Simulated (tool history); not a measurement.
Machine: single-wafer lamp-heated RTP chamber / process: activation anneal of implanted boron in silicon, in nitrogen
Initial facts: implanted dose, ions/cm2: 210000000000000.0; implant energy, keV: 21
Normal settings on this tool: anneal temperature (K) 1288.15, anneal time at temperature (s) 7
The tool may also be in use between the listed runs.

run	hour	anneal temperature (K)	anneal time at temperature (s)	wafers since the last listed run	wafers since the last pyrometer calibration	wafers since the reflector plate was cleaned	hours since the gauge calibration	read-back reference wafer on the same gauge, sheet resistance	sheet resistance of the implanted and annealed layer (ohm/square)
1	0.0	1279.15	7	0	736	8226	52.4	448.19	415.16
2	11.6	1279.15	7	242	978	8468	64.0	447.74	414.29
3	28.8	1288.15	9	359	1337	8827	81.2	448.10	412.89
4	40.1	1288.15	7	235	1573	9063	92.5	447.75	412.74
5	53.0	1288.15	7	269	1842	9333	105.4	448.01	412.97
6	69.7	1288.15	7	348	2191	9681	122.1	447.76	412.45
7	82.9	1288.15	7	275	2467	9957	135.3	447.93	411.92
8	95.0	1288.15	6	252	2719	10210	147.4	447.84	413.76
9	111.2	1288.15	6	338	3058	10548	163.6	448.01	413.74
10	117.4	1288.15	7	129	3187	10677	169.8	448.23	412.75
11	127.4	1288.15	7	208	3396	10886	179.8	447.80	412.28
12	143.6	1288.15	7	338	3734	11225	196.0	447.83	413.99
13	156.6	1288.15	7	271	4006	11496	209.0	447.94	413.75
# hour 169.9: reflector plate cleaned
14	170.9	1288.15	7	131	4137	20	223.3	447.98	413.34
15	186.6	1288.15	7	327	4465	348	239.0	448.05	413.75
16	199.4	1288.15	7	267	4732	615	251.8	447.81	412.03
17	215.2	1288.15	7	329	5062	945	267.6	448.41	413.28
18	231.4	1260.15	4	338	5400	1283	283.8	448.10	427.40
# hour 232.1: gauge calibrated
19	248.7	1266.15	9	361	5762	1644	16.6	448.18	419.92
20	266.1	1278.15	10	363	6125	2008	34.0	448.02	413.91
21	283.4	1260.15	4	361	6486	2369	51.3	447.95	428.08
# hour 304.1: pyrometer window cleaned and pyrometer calibrated
22	304.6	1288.15	7	275	10	2645	72.5	448.08	412.79
23	312.9	1276.15	3	173	183	2818	80.8	448.12	418.48
24	328.7	1288.15	10	329	513	3148	96.6	447.94	411.57
25	337.7	1296.15	9	187	701	3336	105.6	447.66	411.79
26	349.8	1288.15	7	252	953	3588	117.7	447.92	411.83
27	361.8	1303.15	6	250	1204	3839	129.7	448.13	411.12
28	375.0	1278.15	7	275	1480	4115	142.9	448.09	416.19
29	383.4	1270.15	8	175	1655	4290	151.3	447.90	418.53
30	392.7	1288.15	7	194	1849	4484	160.6	448.20	412.93
31	405.0	1273.15	3	256	2106	4741	172.9	447.93	419.48
32	415.5	1273.15	9	219	2325	4960	183.4	448.15	415.41
33	428.6	1276.15	9	273	2599	5234	196.5	448.20	415.57
34	434.7	1300.15	8	127	2726	5361	202.6	447.98	410.41
35	441.8	1308.15	11	148	2874	5509	209.7	448.04	409.39
36	450.7	1304.15	11	185	3060	5695	218.6	448.11	411.27
37	458.2	1288.15	7	156	3217	5852	226.1	447.89	412.51
38	474.5	1288.15	5	340	3557	6192	242.4	447.93	413.47

Exercise: give the hidden state of the tool at every run:
true wafer temperature minus pyrometer reading, K: 0 across all the runs
wafer temperature error from the tarnished reflector plate, K: 0 across all the runs
gauge reads high (%): 0 across all the runs
